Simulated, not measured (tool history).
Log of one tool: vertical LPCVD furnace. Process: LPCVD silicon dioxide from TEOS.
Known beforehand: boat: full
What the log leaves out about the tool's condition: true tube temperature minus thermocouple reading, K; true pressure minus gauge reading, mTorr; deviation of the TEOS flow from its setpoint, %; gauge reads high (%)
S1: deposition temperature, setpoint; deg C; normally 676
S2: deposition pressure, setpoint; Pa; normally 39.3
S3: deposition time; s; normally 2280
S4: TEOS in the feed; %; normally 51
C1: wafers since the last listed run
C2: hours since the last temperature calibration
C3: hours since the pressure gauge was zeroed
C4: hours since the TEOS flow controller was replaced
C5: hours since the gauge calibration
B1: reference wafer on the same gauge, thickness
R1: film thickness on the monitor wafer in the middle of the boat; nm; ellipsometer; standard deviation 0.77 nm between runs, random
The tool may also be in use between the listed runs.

run 1 hour=0.0 | S1=676 S2=39.3 S3=2280 S4=51 | C1=0 C2=4093.3 C3=518.7 C4=4363.4 C5=1716.4 | B1=150.25 | R1=144.75
run 2 hour=93.0 | S1=676 S2=39.3 S3=2280 S4=51 | C1=1666 C2=4186.3 C3=611.7 C4=4456.4 C5=1809.4 | B1=150.06 | R1=145.35
run 3 hour=184.5 | S1=667 S2=39.3 S3=2580 S4=51 | C1=1639 C2=4277.8 C3=703.2 C4=4547.9 C5=1900.9 | B1=149.83 | R1=131.65
run 4 hour=274.7 | S1=667 S2=39.3 S3=2580 S4=51 | C1=1616 C2=4368.0 C3=793.4 C4=4638.1 C5=1991.1 | B1=150.33 | R1=130.38
run 5 hour=319.0 | S1=667 S2=39.3 S3=2580 S4=51 | C1=793 C2=4412.3 C3=837.7 C4=4682.4 C5=2035.4 | B1=149.79 | R1=131.16
-- hour=476.9 TEOS flow controller replaced
run 6 hour=477.4 | S1=676 S2=39.3 S3=2280 S4=51 | C1=2408 C2=4570.7 C3=996.1 C4=0.5 C5=2193.8 | B1=149.82 | R1=144.98
run 7 hour=496.3 | S1=676 S2=39.3 S3=2280 S4=51 | C1=338 C2=4589.6 C3=1015.0 C4=19.4 C5=2212.7 | B1=150.10 | R1=143.68
run 8 hour=533.8 | S1=676 S2=39.3 S3=2280 S4=51 | C1=672 C2=4627.1 C3=1052.5 C4=56.9 C5=2250.2 | B1=149.71 | R1=144.80
run 9 hour=584.3 | S1=664 S2=46.0 S3=2280 S4=51 | C1=904 C2=4677.6 C3=1103.0 C4=107.4 C5=2300.7 | B1=149.79 | R1=116.83
-- hour=669.3 thermocouples replaced and temperature profile calibrated
run 10 hour=669.8 | S1=676 S2=39.3 S3=2280 S4=51 | C1=1102 C2=0.5 C3=1188.5 C4=192.9 C5=2386.2 | B1=150.13 | R1=140.42
run 11 hour=765.5 | S1=687 S2=33.3 S3=1380 S4=46 | C1=1714 C2=96.2 C3=1284.2 C4=288.6 C5=2481.9 | B1=150.16 | R1=96.86
run 12 hour=804.6 | S1=676 S2=39.3 S3=2280 S4=51 | C1=700 C2=135.3 C3=1323.3 C4=327.7 C5=2521.0 | B1=150.21 | R1=140.69
run 13 hour=870.5 | S1=676 S2=39.3 S3=2280 S4=45 | C1=1180 C2=201.2 C3=1389.2 C4=393.6 C5=2586.9 | B1=150.05 | R1=133.28
run 14 hour=966.4 | S1=676 S2=36.7 S3=2640 S4=51 | C1=1718 C2=297.1 C3=1485.1 C4=489.5 C5=2682.8 | B1=150.34 | R1=158.01
run 15 hour=1017.1 | S1=676 S2=39.3 S3=2280 S4=51 | C1=908 C2=347.8 C3=1535.8 C4=540.2 C5=2733.5 | B1=149.89 | R1=141.19
run 16 hour=1084.8 | S1=676 S2=39.3 S3=2280 S4=46 | C1=1213 C2=415.5 C3=1603.5 C4=607.9 C5=2801.2 | B1=149.81 | R1=134.94
-- hour=1090.2 gauge calibrated
run 17 hour=1149.6 | S1=676 S2=39.3 S3=1800 S4=60 | C1=1161 C2=480.3 C3=1668.3 C4=672.7 C5=59.4 | B1=150.01 | R1=119.78
run 18 hour=1218.5 | S1=676 S2=39.3 S3=2280 S4=51 | C1=1234 C2=549.2 C3=1737.2 C4=741.6 C5=128.3 | B1=149.47 | R1=141.89
run 19 hour=1321.9 | S1=681 S2=42.0 S3=1950 S4=59 | C1=1852 C2=652.6 C3=1840.6 C4=845.0 C5=231.7 | B1=149.99 | R1=152.99
run 20 hour=1364.1 | S1=676 S2=36.7 S3=2640 S4=51 | C1=756 C2=694.8 C3=1882.8 C4=887.2 C5=273.9 | B1=149.81 | R1=158.45
run 21 hour=1470.5 | S1=676 S2=47.3 S3=2280 S4=44 | C1=1906 C2=801.2 C3=1989.2 C4=993.6 C5=380.3 | B1=149.93 | R1=145.71
run 22 hour=1571.1 | S1=676 S2=39.3 S3=1830 S4=51 | C1=1802 C2=901.8 C3=2089.8 C4=1094.2 C5=480.9 | B1=149.61 | R1=114.41
-- hour=1692.8 pressure gauge zeroed
run 23 hour=1839.0 | S1=676 S2=44.0 S3=2280 S4=51 | C1=4370 C2=1169.7 C3=146.2 C4=1362.1 C5=748.8 | B1=149.95 | R1=151.31
run 24 hour=1895.8 | S1=670 S2=46.0 S3=2580 S4=48 | C1=1017 C2=1226.5 C3=203.0 C4=1418.9 C5=805.6 | B1=150.21 | R1=146.88
run 25 hour=2002.4 | S1=676 S2=39.3 S3=2280 S4=51 | C1=1910 C2=1333.1 C3=309.6 C4=1525.5 C5=912.2 | B1=149.80 | R1=143.52
run 26 hour=2107.7 | S1=676 S2=39.3 S3=2280 S4=47 | C1=1887 C2=1438.4 C3=414.9 C4=1630.8 C5=1017.5 | B1=150.15 | R1=136.94
run 27 hour=2147.1 | S1=676 S2=39.3 S3=2280 S4=42 | C1=706 C2=1477.8 C3=454.3 C4=1670.2 C5=1056.9 | B1=149.88 | R1=131.01
run 28 hour=2232.9 | S1=685 S2=47.3 S3=3000 S4=55 | C1=1537 C2=1563.6 C3=540.1 C4=1756.0 C5=1142.7 | B1=150.22 | R1=265.97
run 29 hour=2282.7 | S1=683 S2=44.0 S3=3030 S4=51 | C1=892 C2=1613.4 C3=589.9 C4=1805.8 C5=1192.5 | B1=149.91 | R1=238.50
run 30 hour=2362.9 | S1=676 S2=48.7 S3=2700 S4=54 | C1=1437 C2=1693.6 C3=670.1 C4=1886.0 C5=1272.7 | B1=150.17 | R1=195.20
run 31 hour=2442.5 | S1=664 S2=39.3 S3=2280 S4=51 | C1=1426 C2=1773.2 C3=749.7 C4=1965.6 C5=1352.3 | B1=149.81 | R1=106.95
run 32 hour=2534.4 | S1=676 S2=36.7 S3=2280 S4=51 | C1=1646 C2=1865.1 C3=841.6 C4=2057.5 C5=1444.2 | B1=150.42 | R1=137.32

3 options for the next run, each taken on its own from the tool as it stands now. Forecast them:
run A hour=2539.1 | S1=669 S2=39.3 S3=2280 S4=51 | C1=84 C2=1869.8 C3=846.3 C4=2062.2 C5=1448.9 | B1=? | R1=?
run B hour=2539.1 | S1=683 S2=36.0 S3=2700 S4=45 | C1=84 C2=1869.8 C3=846.3 C4=2062.2 C5=1448.9 | B1=? | R1=?
run C hour=2539.1 | S1=684 S2=39.3 S3=2280 S4=43 | C1=84 C2=1869.8 C3=846.3 C4=2062.2 C5=1448.9 | B1=? | R1=?

run=A B1=150.03 R1=120.12
run=B B1=150.03 R1=179.92
run=C B1=150.03 R1=159.02
Had the tool no hidden state, the same runs would have come out as:
run=A R1=117.41
run=B R1=175.98
run=C R1=155.54
